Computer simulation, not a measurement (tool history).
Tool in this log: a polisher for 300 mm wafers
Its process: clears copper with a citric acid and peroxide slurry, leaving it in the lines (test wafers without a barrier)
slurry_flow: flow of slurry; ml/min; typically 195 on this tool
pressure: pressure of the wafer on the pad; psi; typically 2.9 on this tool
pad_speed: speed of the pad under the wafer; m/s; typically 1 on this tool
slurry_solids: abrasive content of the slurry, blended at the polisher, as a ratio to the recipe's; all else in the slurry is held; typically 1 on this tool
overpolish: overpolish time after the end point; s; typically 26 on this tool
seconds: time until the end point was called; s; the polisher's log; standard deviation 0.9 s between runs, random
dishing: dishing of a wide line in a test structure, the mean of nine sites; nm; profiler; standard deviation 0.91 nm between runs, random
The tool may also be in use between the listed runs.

| run | hour | slurry_flow | pressure | pad_speed | slurry_solids | overpolish | incoming thickness of the incoming film, nm | seconds | dishing |
|---|---|---|---|---|---|---|---|---|---|
| 1 | 0 | 195 | 2.9 | 1 | 1 | 35 | 177.6 | 70.5 | 60 |
|  | 32.3 | worn pad replaced by a new one |
| 2 | 38.9 | 195 | 2.9 | 1 | 1 | 35 | 174.3 | 69.3 | 57.6 |
| 3 | 67.3 | 195 | 2.9 | 1 | 1 | 26 | 173.7 | 69.4 | 47 |
| 4 | 100.5 | 195 | 2.9 | 1 | 1.25 | 20 | 175.4 | 66.6 | 38.3 |
| 5 | 136.3 | 195 | 2.9 | 1 | 1.25 | 20 | 172.6 | 64.9 | 37.7 |
| 6 | 160.6 | 195 | 2.9 | 1 | 1.25 | 20 | 177.2 | 68.8 | 36.8 |
| 7 | 191.9 | 195 | 3.5 | 1 | 1 | 26 | 173.9 | 61 | 50.7 |
|  | 212.7 | slurry blender recalibrated |
| 8 | 223.4 | 195 | 3.5 | 1 | 1 | 26 | 171.9 | 62 | 50.5 |
| 9 | 248.8 | 195 | 2.9 | 1 | 1 | 26 | 178 | 72.6 | 43.9 |
| 10 | 280.8 | 195 | 2.9 | 1 | 1 | 26 | 176.2 | 71.7 | 45.3 |
|  | 292.8 | worn pad replaced by a new one |
| 11 | 346.7 | 195 | 2.9 | 1 | 1 | 26 | 171.5 | 74.7 | 44.5 |
| 12 | 382.3 | 195 | 2.9 | 1 | 1 | 26 | 174.9 | 77 | 42.5 |
|  | 415.4 | slurry nozzle cleaned |
| 13 | 452.8 | 195 | 2.5 | 0.74 | 1 | 26 | 174.9 | 92.6 | 35.4 |
|  | 525.1 | slurry blender recalibrated |
| 14 | 616.3 | 195 | 2.9 | 1 | 1 | 41 | 175.3 | 70.2 | 66.2 |
|  | 630.5 | worn pad replaced by a new one |
| 15 | 708.1 | 195 | 2.9 | 1 | 1 | 26 | 175 | 72.9 | 45.3 |
| 16 | 768.1 | 195 | 2.9 | 1.32 | 1 | 31 | 177.2 | 60.3 | 59 |
| 17 | 794.6 | 195 | 2.9 | 1 | 1 | 26 | 173.3 | 72.9 | 44.5 |
|  | 805.9 | slurry blender recalibrated |
| 18 | 829.8 | 195 | 2.9 | 1 | 1 | 26 | 174.9 | 73.8 | 44.1 |
| 19 | 869 | 170 | 2.9 | 1 | 1 | 26 | 175 | 78.6 | 43.8 |
|  | 904.2 | slurry nozzle cleaned |
|  | 922.8 | head pressure recalibrated |
| 20 | 938.1 | 195 | 2.9 | 1 | 1 | 26 | 174.8 | 68.3 | 45.9 |
|  | 973 | worn pad replaced by a new one |
| 21 | 998.5 | 195 | 2.3 | 1.12 | 0.8 | 26 | 173.7 | 80.3 | 40.5 |
| 22 | 1048.1 | 195 | 3.5 | 1 | 1 | 41 | 173.8 | 59.8 | 79.3 |
| 23 | 1093.5 | 195 | 3.6 | 1 | 0.9 | 26 | 178.5 | 61.6 | 53.8 |
|  | 1130.6 | slurry blender recalibrated |
| 24 | 1207.6 | 195 | 2.9 | 1 | 1.25 | 20 | 176.2 | 65.4 | 39.6 |
|  | 1242.5 | worn pad replaced by a new one |
| 25 | 1254.5 | 195 | 2.4 | 1 | 0.8 | 18 | 174.2 | 88.3 | 27.9 |
| 26 | 1322.7 | 195 | 2.2 | 0.9 | 1.15 | 30 | 176 | 92.5 | 41.7 |
| 27 | 1411 | 175 | 2.9 | 1 | 1.25 | 21 | 176.2 | 73.6 | 35.8 |

Exercise: give the hidden state of the tool at every run:
removal rate lost through wear of the pad, %: 0 in every run
deviation of the head's pressure from its setpoint, %: 0 in every run
abrasive missing from the slurry, %: 0 in every run
H1: slurry flow missing at the pad, %
| run | H1 |
|---|---|
| 1 | 4.63 |
| 2 | 6.54 |
| 3 | 8.21 |
| 4 | 10.4 |
| 5 | 13.2 |
| 6 | 15.3 |
| 7 | 18.2 |
| 8 | 21.4 |
| 9 | 24.2 |
| 10 | 28 |
| 11 | 36.7 |
| 12 | 41.9 |
| 13 | 7.49 |
| 14 | 13 |
| 15 | 19.4 |
| 16 | 24.8 |
| 17 | 27.5 |
| 18 | 31.5 |
| 19 | 36.3 |
| 20 | 2.5 |
| 21 | 3.59 |
| 22 | 5.25 |
| 23 | 7.38 |
| 24 | 15.3 |
| 25 | 19.6 |
| 26 | 27 |
| 27 | 38.5 |
